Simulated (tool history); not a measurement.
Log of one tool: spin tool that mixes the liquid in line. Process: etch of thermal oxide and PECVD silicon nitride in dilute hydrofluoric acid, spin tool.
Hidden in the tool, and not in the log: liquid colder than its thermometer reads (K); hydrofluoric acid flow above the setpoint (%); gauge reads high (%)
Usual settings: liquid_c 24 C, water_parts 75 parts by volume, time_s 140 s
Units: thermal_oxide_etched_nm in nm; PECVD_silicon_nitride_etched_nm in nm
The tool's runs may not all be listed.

run	hour	liquid_c	water_parts	time_s	wafers since the last listed run	hours since the thermometer was replaced	hours since the hydrofluoric acid flow meter was replaced	hours since the gauge calibration	read-back film thickness of the thermal oxide reference wafer, read on the same gauge (nm)	read-back film thickness of the PECVD silicon nitride reference wafer, read on the same gauge (nm)	thermal_oxide_etched_nm	PECVD_silicon_nitride_etched_nm
1	0	24	75	140	0	1948.2	1716.5	1860.3	51.94	155.86	11.84	7.86
2	64.3	24	75	140	438	2012.5	1780.8	1924.6	52.03	156.05	11.9	7.79
3	165	24	75	140	686	2113.2	1881.5	2025.3	52.08	156.33	11.88	7.88
4	259.5	24	75	95	644	2207.7	1976	2119.8	52.2	156.6	8.04	5.39
5	320.2	24	75	140	413	2268.4	2036.7	2180.5	52.3	156.81	12.01	7.89
# hour 335.7: thermometer replaced
6	362.2	23	75	190	279	26.5	2078.7	2222.5	52.31	156.92	15.56	10.16
7	461.9	23	75	190	679	126.2	2178.4	2322.2	52.42	157.23	15.68	10.09
# hour 494.6: gauge calibrated
8	511.5	22.5	85	200	338	175.8	2228	16.9	49.87	149.65	13.39	8.71
9	550.5	24	75	140	265	214.8	2267	55.9	49.91	149.79	11.38	7.51
10	608.1	25.5	75	140	392	272.4	2324.6	113.5	49.97	149.97	12.17	8.35
# hour 662.7: hydrofluoric acid flow meter replaced
11	759.3	24	40	140	1024	423.6	96.6	264.7	50.15	150.42	22.47	14.09
12	812.3	24	75	140	361	476.6	149.6	317.7	50.22	150.54	11.39	7.64
13	896.6	22.5	85	200	574	560.9	233.9	402	50.27	150.83	13.42	8.69
14	1031.9	19.5	75	140	922	696.2	369.2	537.3	50.4	151.21	9.5	5.6
15	1139.1	26.5	55	95	731	803.4	476.4	644.5	50.52	151.54	12.09	8.25
16	1218.1	20	85	60	538	882.4	555.4	723.5	50.58	151.78	3.68	2.23
17	1295	27	100	160	524	959.3	632.3	800.4	50.67	151.99	10.76	7.97
18	1354.5	22.5	75	205	405	1018.8	691.8	859.9	50.7	152.18	16.06	10.24
19	1493.5	26	75	140	947	1157.8	830.8	998.9	50.86	152.61	12.44	8.68
20	1555.4	28	115	165	422	1219.7	892.7	1060.8	50.95	152.78	9.84	7.65
21	1656	26	65	210	686	1320.3	993.3	1161.4	51.03	153.08	22.19	15.26
22	1710.5	24	40	115	371	1374.8	1047.8	1215.9	51.09	153.23	18.77	11.79
23	1800.2	28.5	95	210	611	1464.5	1137.5	1305.6	51.18	153.54	16.05	12.33
24	1874.3	25.5	90	140	505	1538.6	1211.6	1379.7	51.27	153.73	10.14	7.18
25	1917.3	24	50	200	293	1581.6	1254.6	1422.7	51.28	153.87	26.03	16.54

5 ways to go on from here, each from the tool as it stands after run 25. What would each give?
A	1917.8	24	75	140	3	1582.1	1255.1	1423.2	?	?	?	?
B	1917.8	24	75	90	3	1582.1	1255.1	1423.2	?	?	?	?
C	1917.8	24	75	55	3	1582.1	1255.1	1423.2	?	?	?	?
D	1917.8	24	75	200	3	1582.1	1255.1	1423.2	?	?	?	?
E	1917.8	24	75	220	3	1582.1	1255.1	1423.2	?	?	?	?

run	read-back film thickness of the thermal oxide reference wafer, read on the same gauge (nm)	read-back film thickness of the PECVD silicon nitride reference wafer, read on the same gauge (nm)	thermal_oxide_etched_nm	PECVD_silicon_nitride_etched_nm
A	51.28	153.86	11.66	7.78
B	51.28	153.86	7.5	5
C	51.28	153.86	4.58	3.06
D	51.28	153.86	16.66	11.12
E	51.28	153.86	18.33	12.23
Without the tool's hidden state the same runs would have given:
run	thermal_oxide_etched_nm	PECVD_silicon_nitride_etched_nm
A	11.37	7.59
B	7.31	4.88
C	4.47	2.98
D	16.24	10.84
E	17.87	11.92
